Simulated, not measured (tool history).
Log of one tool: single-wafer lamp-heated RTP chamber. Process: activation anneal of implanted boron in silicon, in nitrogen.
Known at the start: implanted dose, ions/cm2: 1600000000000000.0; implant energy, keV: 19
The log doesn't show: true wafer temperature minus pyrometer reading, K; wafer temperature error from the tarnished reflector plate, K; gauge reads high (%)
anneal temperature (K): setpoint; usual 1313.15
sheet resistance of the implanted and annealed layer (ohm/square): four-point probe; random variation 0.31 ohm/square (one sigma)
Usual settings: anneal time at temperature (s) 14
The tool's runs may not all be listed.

run,hour,anneal temperature (K),anneal time at temperature (s),wafers since the last listed run,wafers since the last pyrometer calibration,wafers since the reflector plate was cleaned,hours since the gauge calibration,"read-back reference wafer on the same gauge, sheet resistance",sheet resistance of the implanted and annealed layer (ohm/square)
1,0,1313.15,11,0,2213,2746,1121.5,67.92,83.01
2,55,1313.15,14,831,3045,3578,1176.5,67.9,82.52
3,156,1313.15,19,1527,4572,5105,1277.5,67.9,81.93
4,233.8,1313.15,19,1176,5749,6282,1355.3,67.88,82.05
# hour 267.4: pyrometer window cleaned and pyrometer calibrated
5,298.1,1313.15,19,851,464,7134,1419.6,67.89,82.16
# hour 330.7: reflector plate cleaned
6,381.8,1300.15,14,1145,1610,773,1503.3,67.88,84.61
7,483.8,1300.15,14,1542,3152,2316,1605.3,67.9,83.78
# hour 649.2: pyrometer window cleaned and pyrometer calibrated
8,700.9,1313.15,18,3162,781,5479,1822.4,67.92,81.33
# hour 769.8: reflector plate cleaned
9,800.9,1313.15,18,1391,2173,471,1922.4,67.96,80.95
10,883.9,1313.15,16,1255,3428,1726,2005.4,67.89,81.25
11,920,1305.15,14,546,3974,2272,2041.5,67.84,81.33
# hour 932.1: gauge calibrated
12,1005.8,1321.15,9,1297,5272,3570,73.7,67.9,81.11
13,1042.8,1313.15,14,559,5832,4130,110.7,67.92,80.47
# hour 1070.6: pyrometer window cleaned and pyrometer calibrated, repeated, since the last time left the tool worse
14,1144.4,1313.15,14,1415,1116,5546,212.3,67.86,82.27
15,1205.1,1290.15,6,918,2035,6464,273,67.91,88.43
# hour 1228.2: reflector plate cleaned
16,1287.9,1285.15,18,1131,3166,903,355.8,67.92,87.36
17,1401.9,1329.15,19,1724,4891,2627,469.8,67.89,79.64
# hour 1417.9: pyrometer window cleaned and pyrometer calibrated
18,1707.3,1326.15,19,4498,4377,7126,775.2,67.9,80.2
# hour 1762.3: reflector plate cleaned
19,1788.4,1328.15,22,1105,5483,394,856.3,67.95,79.54
# hour 1820.6: pyrometer window cleaned and pyrometer calibrated
20,1866.8,1292.15,14,1064,699,1459,934.7,67.91,86.1

Forecast each of these 4 alternatives for the next run:
A,1867.2,1313.15,14,6,705,1465,935.1,?,?
B,1867.2,1335.15,10,6,705,1465,935.1,?,?
C,1867.2,1332.15,14,6,705,1465,935.1,?,?
D,1867.2,1328.15,16,6,705,1465,935.1,?,?

run,"read-back reference wafer on the same gauge, sheet resistance",sheet resistance of the implanted and annealed layer (ohm/square)
A,67.89,83.19
B,67.89,81.42
C,67.89,80.99
D,67.89,81.13
Without the tool's hidden state the same runs would have given:
run,sheet resistance of the implanted and annealed layer (ohm/square)
A,83.34
B,81.5
C,81.09
D,81.24
